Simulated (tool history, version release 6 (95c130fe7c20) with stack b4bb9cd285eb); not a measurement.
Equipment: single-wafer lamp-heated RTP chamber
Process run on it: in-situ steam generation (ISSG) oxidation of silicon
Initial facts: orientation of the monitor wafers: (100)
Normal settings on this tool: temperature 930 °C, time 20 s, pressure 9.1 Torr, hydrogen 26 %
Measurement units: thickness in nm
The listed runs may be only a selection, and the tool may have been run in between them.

run   hour  temperature  time  pressure  hydrogen  wafers since the last listed run  wafers since the last pyrometer calibration  hours since the pressure gauge was zeroed  hours since the hydrogen flow controller was replaced  hours since the gauge calibration  read-back reference wafer on the same gauge, thickness  thickness
  1      0          930    23       9.1        26                                 0                                         3536                                     1877.8                                                 3139.4                              314.4                                                   5.045      4.864
  2   25.5          930    23       9.1        26                               405                                         3941                                     1903.3                                                 3164.9                              339.9                                                   5.049       4.87
  3   55.1          930    20       9.1        26                               470                                         4412                                     1932.9                                                 3194.5                              369.5                                                   5.051      4.633
  4   73.6          930    20       9.1        26                               294                                         4706                                     1951.4                                                   3213                                388                                                    5.05      4.619
  5   97.3          930    20       9.1        26                               376                                         5083                                     1975.1                                                 3236.7                              411.7                                                   5.048       4.64
  6  114.8          930    20       9.1        26                               278                                         5361                                     1992.6                                                 3254.2                              429.2                                                   5.051      4.619
  7  135.6          922    20       8.1        26                               330                                         5692                                     2013.4                                                   3275                                450                                                   5.053       4.58
  8  167.1          930    20       9.1        26                               500                                         6192                                     2044.9                                                 3306.5                              481.5                                                   5.046      4.644
  9  195.9          930    20       9.1        26                               457                                         6650                                     2073.7                                                 3335.3                              510.3                                                   5.054      4.671
 10  231.2          930    20       9.1        26                               561                                         7211                                       2109                                                 3370.6                              545.6                                                   5.051      4.659
 11  247.2          930    20       9.1        26                               254                                         7466                                       2125                                                 3386.6                              561.6                                                   5.047      4.696
     274.4  -- pyrometer window cleaned and pyrometer calibrated
 12  274.9          930    20       9.1        26                               313                                            8                                     2152.7                                                 3414.3                              589.3                                                   5.051      4.569
     297.7  -- hydrogen flow controller replaced
 13  298.2          930    20       9.1        26                               243                                          251                                       2176                                                    0.5                              612.6                                                   5.047      4.575
 14  316.4          930    20       9.1        26                               289                                          540                                     2194.2                                                   18.7                              630.8                                                   5.053      4.582
 15  348.4          930    20       7.6        26                               508                                         1049                                     2226.2                                                   50.7                              662.8                                                    5.05      4.642
 16  381.6          937    15       8.3        26                               527                                         1577                                     2259.4                                                   83.9                                696                                                   5.049      4.235
 17  410.3          922    27       9.1        26                               456                                         2033                                     2288.1                                                  112.6                              724.7                                                   5.048       5.05
 18  431.9          930    22       9.1        17                               343                                         2376                                     2309.7                                                  134.2                              746.3                                                    5.05      4.328
     452.8  -- gauge calibrated
 19  466.9          930    20       9.6        21                               556                                         2933                                     2344.7                                                  169.2                               14.1                                                   5.053      4.333
     480.4  -- pressure gauge zeroed
 20  496.1          930    20       7.8        26                               336                                         3270                                       15.7                                                  198.4                               43.3                                                   5.053      4.649
 21  509.9          910    27       9.1        32                               219                                         3489                                       29.5                                                  212.2                               57.1                                                   5.054      5.125
 22  525.4          913    25       9.8        26                               246                                         3735                                         45                                                  227.7                               72.6                                                   5.053      4.728
 23  554.9          930    17       9.1        26                               468                                         4204                                       74.5                                                  257.2                              102.1                                                   5.049      4.342
 24  588.9          930    20       9.1        26                               540                                         4745                                      108.5                                                  291.2                              136.1                                                   5.049      4.591
 25    607          914    25       8.6        32                               287                                         5032                                      126.6                                                  309.3                              154.2                                                   5.051      5.085
 26  619.7          930    20       9.1        26                               201                                         5234                                      139.3                                                    322                              166.9                                                   5.055      4.626

Each row is a separate what-if for the run after 26, all from the same tool condition, not one after another. Results?
  A  620.1          930    20       9.1        26                                 6                                         5241                                      139.7                                                  322.4                              167.3                                                       ?          ?
  B  620.1          939    20       9.1        26                                 6                                         5241                                      139.7                                                  322.4                              167.3                                                       ?          ?
  C  620.1          918    12       7.8        26                                 6                                         5241                                      139.7                                                  322.4                              167.3                                                       ?          ?
  D  620.1          930    20       9.1        32                                 6                                         5241                                      139.7                                                  322.4                              167.3                                                       ?          ?

run  read-back reference wafer on the same gauge, thickness  thickness
  A                                                   5.051      4.609
  B                                                   5.051      4.727
  C                                                   5.051      3.781
  D                                                   5.051      4.842
Stripped of hidden state, with their random variation kept, the same runs would have yielded:
run  thickness
  A      4.554
  B      4.669
  C      3.747
  D      4.784
